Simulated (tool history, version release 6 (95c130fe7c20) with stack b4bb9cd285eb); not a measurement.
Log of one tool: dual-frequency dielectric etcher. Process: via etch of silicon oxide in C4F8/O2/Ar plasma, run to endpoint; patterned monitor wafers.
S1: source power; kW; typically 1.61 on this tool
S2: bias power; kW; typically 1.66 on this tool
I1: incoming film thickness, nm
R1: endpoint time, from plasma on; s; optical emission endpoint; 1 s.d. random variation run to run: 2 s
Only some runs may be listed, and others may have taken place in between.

run   hour    S1     S2      I1     R1
  1      0  1.38  1.786    1454  355.2
  2    9.6  1.48   1.66  1457.9  354.9
  3   22.2  1.92   1.66  1448.1  311.6
  4   35.6  1.92   1.66  1446.8  312.5
      69.9  -- wet clean of the chamber
  5   70.4  1.92   1.66  1446.5  327.9
  6   70.8  1.61   1.66  1445.6  355.5
  7   71.2  1.61   1.66  1457.4  355.8
  8   87.9  1.61   1.66  1451.9  353.7
      97.3  -- source power generator calibrated
     105.2  -- bias power generator calibrated
  9  105.7  1.61  2.055  1454.5  327.5
 10  113.7  1.31  1.373  1464.9  416.8
     140.6  -- upper electrode replaced
 11  141.1  1.61    1.8  1448.5  339.4
 12  141.5  1.98   1.43  1456.6  338.9
 13  155.8  1.38  1.452  1451.1  394.7
 14  173.6  1.61   1.66  1434.3    344
 15  188.9  1.61   1.66  1440.2  345.1
 16  195.6  1.42  1.772    1463  363.7

Predict each of these 4 candidate next runs independently; none follows another, all start after run 16:
  A  196.1  1.61  2.043  1439.2   ?
  B  196.1  1.47   1.66  1439.2   ?
  C  196.1  1.88  1.791  1439.2   ?
  D  196.1  1.87  1.336  1439.2   ?

run     R1
  A  319.7
  B  359.2
  C  312.3
  D    347
Stripped of hidden state, with their random variation kept, the same runs would have yielded:
run     R1
  A  325.3
  B  365.5
  C  317.7
  D    353
